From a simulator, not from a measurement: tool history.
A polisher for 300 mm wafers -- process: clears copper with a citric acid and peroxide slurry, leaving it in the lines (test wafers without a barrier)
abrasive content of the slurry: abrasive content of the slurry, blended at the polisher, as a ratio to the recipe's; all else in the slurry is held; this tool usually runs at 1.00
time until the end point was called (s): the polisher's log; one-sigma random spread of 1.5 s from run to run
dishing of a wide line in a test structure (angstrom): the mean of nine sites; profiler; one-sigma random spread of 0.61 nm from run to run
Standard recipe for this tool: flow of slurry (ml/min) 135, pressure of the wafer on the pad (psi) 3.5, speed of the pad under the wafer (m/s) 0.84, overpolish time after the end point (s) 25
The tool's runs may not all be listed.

run     day  flow of slurry (ml/min)  pressure of the wafer on the pad (psi)  speed of the pad under the wafer (m/s)  abrasive content of the slurry  overpolish time after the end point (s)  wafers since the last listed run  wafers polished on this pad  hours since the slurry nozzle was cleaned  hours since the head pressure was calibrated  hours since the slurry blender was calibrated  incoming thickness of the incoming film, nm  time until the end point was called (s)  dishing of a wide line in a test structure (angstrom)
  1   0.000                      135                                     3.5                                    0.84                            1.00                                       18                                 0                          746                                      285.0                                         488.2                                           40.8                                        327.9                                    193.4                                                    269
      0.542  -- worn pad replaced by a new one
  2   0.638                      135                                     3.5                                    0.84                            1.00                                       18                                52                           10                                      300.3                                         503.5                                           56.1                                        329.1                                    193.4                                                    272
      1.542  -- slurry nozzle cleaned
  3   1.575                      165                                     2.7                                    0.84                            1.00                                       25                               100                          111                                        0.8                                         526.0                                           78.6                                        329.6                                    211.4                                                    331
  4   2.471                      165                                     2.7                                    0.84                            1.00                                       25                               100                          211                                       22.3                                         547.5                                          100.1                                        333.6                                    211.8                                                    335
  5   3.446                      135                                     3.5                                    0.84                            1.00                                       25                               109                          321                                       45.7                                         570.9                                          123.5                                        331.1                                    185.3                                                    388
  6   3.971                      135                                     3.5                                    0.84                            1.00                                       25                                58                          380                                       58.3                                         583.5                                          136.1                                        333.6                                    182.3                                                    384
  7   4.804                      135                                     3.5                                    0.84                            1.00                                       25                                93                          473                                       78.3                                         603.5                                          156.1                                        327.3                                    181.2                                                    374
  8   5.662                      135                                     3.5                                    0.84                            1.00                                       34                                96                          570                                       98.9                                         624.1                                          176.7                                        328.7                                    182.1                                                    484
      6.942  -- worn pad replaced by a new one
  9   6.962                      135                                     3.5                                    0.84                            1.00                                       34                               127                            2                                      130.1                                         655.3                                          207.9                                        329.8                                    183.6                                                    480
      8.058  -- slurry blender recalibrated
 10  11.021                      135                                     3.5                                    0.84                            1.00                                       25                               446                          448                                      227.5                                         752.7                                           71.1                                        329.0                                    187.7                                                    374
 11  11.721                      135                                     3.5                                    0.84                            1.00                                       25                                78                          527                                      244.3                                         769.5                                           87.9                                        329.6                                    190.2                                                    369
 12  12.238                      135                                     3.5                                    0.84                            1.00                                       25                                58                          585                                      256.7                                         781.9                                          100.3                                        327.7                                    190.1                                                    377
     12.912  -- head pressure recalibrated
 13  12.946                      135                                     3.5                                    0.84                            1.00                                       21                                70                          655                                      273.7                                           0.8                                          117.3                                        326.5                                    190.0                                                    302
     13.704  -- worn pad replaced by a new one
 14  13.725                      175                                     4.2                                    0.84                            1.00                                       25                                68                            2                                      292.4                                          19.5                                          136.0                                        328.1                                    157.7                                                    440
     14.738  -- slurry nozzle cleaned
 15  14.754                      135                                     3.5                                    0.84                            1.00                                       25                               110                          113                                        0.4                                          44.2                                          160.7                                        330.8                                    183.8                                                    376
 16  15.971                      135                                     4.3                                    0.84                            1.15                                       25                               136                          249                                       29.6                                          73.4                                          189.9                                        324.5                                    149.6                                                    447
     16.362  -- slurry blender recalibrated
 17  16.779                      110                                     3.5                                    0.84                            1.00                                       21                                81                          331                                       49.0                                          92.8                                           10.0                                        331.4                                    194.8                                                    312
 18  17.450                       95                                     2.7                                    0.84                            1.00                                       25                                75                          406                                       65.1                                         108.9                                           26.1                                        331.3                                    244.2                                                    299
 19  18.733                      135                                     3.5                                    0.84                            1.00                                       25                               144                          550                                       95.9                                         139.7                                           56.9                                        331.8                                    185.6                                                    379
 20  19.250                      135                                     3.8                                    0.84                            1.00                                       14                                58                          608                                      108.3                                         152.1                                           69.3                                        327.3                                    171.9                                                    234
     19.712  -- worn pad replaced by a new one
 21  20.504                      175                                     3.5                                    0.84                            1.00                                       25                               122                           88                                      138.4                                         182.2                                           99.4                                        329.6                                    177.0                                                    399
 22  21.054                      100                                     2.7                                    1.06                            1.00                                       16                                61                          150                                      151.6                                         195.4                                          112.6                                        329.9                                    199.0                                                    228
 23  21.892                      135                                     3.5                                    0.84                            1.00                                       25                                94                          244                                      171.7                                         215.5                                          132.7                                        327.6                                    185.9                                                    375
 24  22.812                      135                                     3.5                                    0.84                            1.15                                       25                               103                          348                                      193.8                                         237.6                                          154.8                                        334.3                                    185.1                                                    389
 25  24.108                      120                                     3.5                                    0.84                            1.15                                       25                               145                          493                                      224.9                                         268.7                                          185.9                                        333.6                                    190.8                                                    363
 26  25.204                      135                                     3.5                                    0.84                            1.00                                       25                               123                          616                                      251.2                                         295.0                                          212.2                                        333.8                                    191.5                                                    373
     25.479  -- slurry blender recalibrated
     25.646  -- slurry nozzle cleaned
 27  26.154                      175                                     3.1                                    0.84                            1.00                                       18                                92                          709                                       12.2                                         317.8                                           16.2                                        330.6                                    189.5                                                    271
     26.767  -- worn pad replaced by a new one
 28  27.650                      135                                     3.8                                    0.84                            1.00                                       14                               149                           99                                       48.1                                         353.7                                           52.1                                        326.1                                    170.9                                                    240

Branching from run 28: 4 alternative next runs. What would each branch give?
  A  27.671                      135                                     3.5                                    0.84                            1.00                                       13                                 2                          101                                       48.6                                         354.2                                           52.6                                        330.1                                        ?                                                      ?
  B  27.671                      135                                     3.5                                    0.74                            1.25                                       25                                 2                          101                                       48.6                                         354.2                                           52.6                                        330.1                                        ?                                                      ?
  C  27.671                      105                                     3.5                                    0.84                            1.00                                       25                                 2                          101                                       48.6                                         354.2                                           52.6                                        330.1                                        ?                                                      ?
  D  27.671                       90                                     3.5                                    0.96                            1.00                                       29                                 2                          101                                       48.6                                         354.2                                           52.6                                        330.1                                        ?                                                      ?

run  time until the end point was called (s)  dishing of a wide line in a test structure (angstrom)
  A                                    184.8                                                    212
  B                                    194.3                                                    364
  C                                    196.5                                                    361
  D                                    184.0                                                    433
Stripped of hidden state, with their random variation kept, the same runs would have yielded:
run  time until the end point was called (s)  dishing of a wide line in a test structure (angstrom)
  A                                    184.6                                                    212
  B                                    194.1                                                    365
  C                                    196.2                                                    361
  D                                    183.7                                                    433
